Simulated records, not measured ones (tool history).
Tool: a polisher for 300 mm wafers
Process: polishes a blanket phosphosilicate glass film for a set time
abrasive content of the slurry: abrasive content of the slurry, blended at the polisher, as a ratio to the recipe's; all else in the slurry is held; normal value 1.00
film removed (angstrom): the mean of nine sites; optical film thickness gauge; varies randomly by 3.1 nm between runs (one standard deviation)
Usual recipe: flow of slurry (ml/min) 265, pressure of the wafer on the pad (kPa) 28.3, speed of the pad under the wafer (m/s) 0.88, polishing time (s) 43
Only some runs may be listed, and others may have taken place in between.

run    hour  flow of slurry (ml/min)  pressure of the wafer on the pad (kPa)  speed of the pad under the wafer (m/s)  abrasive content of the slurry  polishing time (s)  wafers since the last listed run  wafers polished on this pad  hours since the slurry nozzle was cleaned  hours since the head pressure was calibrated  hours since the slurry blender was calibrated  hours since the conditioning disc was replaced  incoming thickness of the incoming film, nm  film removed (angstrom)
  1     0.0                      265                                    28.3                                    0.88                            1.00                  43                                 0                         2018                                      215.5                                         811.0                                          217.3                                           211.5                                       4262.7                     4796
       17.9  -- slurry blender recalibrated
  2    61.0                      265                                    28.3                                    0.88                            1.00                  43                               919                         2938                                      276.5                                         872.0                                           43.1                                           272.5                                       4201.2                     4893
       96.6  -- worn pad replaced by a new one
  3   149.1                      265                                    28.3                                    0.88                            1.00                  43                              1310                          818                                      364.6                                         960.1                                          131.2                                           360.6                                       4262.5                     4894
      169.9  -- conditioning disc replaced and pad reconditioned
  4   247.9                      210                                    28.3                                    0.88                            1.00                  43                              1508                         2326                                      463.4                                        1058.9                                          230.0                                            78.0                                       4288.9                     4800
      272.3  -- slurry blender recalibrated
      309.6  -- slurry nozzle cleaned
  5   359.5                      210                                    28.3                                    0.88                            1.00                  43                              1692                         4018                                       49.9                                        1170.5                                           87.2                                           189.6                                       4185.6                     4835
      380.3  -- worn pad replaced by a new one
      391.9  -- head pressure recalibrated
  6   397.8                      265                                    28.3                                    0.88                            1.00                  43                               503                          241                                       88.2                                           5.9                                          125.5                                           227.9                                       4281.3                     4832
  7   454.8                      265                                    28.3                                    0.88                            1.00                  43                               888                         1129                                      145.2                                          62.9                                          182.5                                           284.9                                       4267.6                     4847
  8   502.1                      240                                    37.2                                    0.88                            1.00                  43                               737                         1866                                      192.5                                         110.2                                          229.8                                           332.2                                       4307.1                     6341
      506.1  -- conditioning disc replaced and pad reconditioned
      532.6  -- slurry blender recalibrated
  9   585.6                      265                                    28.3                                    0.88                            1.00                  43                              1238                         3105                                      276.0                                         193.7                                           53.0                                            79.5                                       4258.5                     4823
      622.9  -- worn pad replaced by a new one
 10   645.3                      265                                    28.3                                    0.88                            1.00                  43                               868                          349                                      335.7                                         253.4                                          112.7                                           139.2                                       4293.5                     4895
 11   720.4                      170                                    28.3                                    0.88                            1.00                  55                              1170                         1519                                      410.8                                         328.5                                          187.8                                           214.3                                       4311.1                     6028
 12   802.8                      265                                    28.3                                    0.78                            1.00                  30                              1284                         2803                                      493.2                                         410.9                                          270.2                                           296.7                                       4190.5                     3094
      814.1  -- slurry blender recalibrated
      837.2  -- conditioning disc replaced and pad reconditioned
      849.8  -- worn pad replaced by a new one
 13   863.8                      265                                    28.3                                    0.88                            1.00                  43                               825                          218                                      554.2                                         471.9                                           49.7                                            26.6                                       4182.3                     4887
      882.0  -- slurry nozzle cleaned
 14   947.2                      320                                    28.3                                    0.88                            0.80                  43                              1284                         1502                                       65.2                                         555.3                                          133.1                                           110.0                                       4306.8                     4603
     1084.5  -- slurry blender recalibrated
     1099.0  -- worn pad replaced by a new one
     1186.5  -- conditioning disc replaced and pad reconditioned
 15  1241.5                      265                                    28.3                                    0.88                            0.75                  53                              4461                         2189                                      359.5                                         849.6                                          157.0                                            55.0                                       4275.6                     5552

Alternative continuations, all from the tool just after run 15; predict every row:
  A  1241.9                      265                                    28.3                                    0.88                            1.00                  56                                 6                         2195                                      359.9                                         850.0                                          157.4                                            55.4                                       4314.9                        ?
  B  1241.9                      265                                    28.3                                    1.06                            1.00                  43                                 6                         2195                                      359.9                                         850.0                                          157.4                                            55.4                                       4314.9                        ?
  C  1241.9                      210                                    28.3                                    1.16                            1.15                  31                                 6                         2195                                      359.9                                         850.0                                          157.4                                            55.4                                       4314.9                        ?
  D  1241.9                      265                                    23.4                                    0.88                            1.00                  43                                 6                         2195                                      359.9                                         850.0                                          157.4                                            55.4                                       4314.9                        ?
  E  1241.9                      265                                    33.8                                    0.88                            1.00                  43                                 6                         2195                                      359.9                                         850.0                                          157.4                                            55.4                                       4314.9                        ?

run  film removed (angstrom)
  A                     6311
  B                     5568
  C                     4394
  D                     4018
  E                     5791
With no hidden state in the tool, these same runs would have given:
run  film removed (angstrom)
  A                     6311
  B                     5568
  C                     4394
  D                     4018
  E                     5791
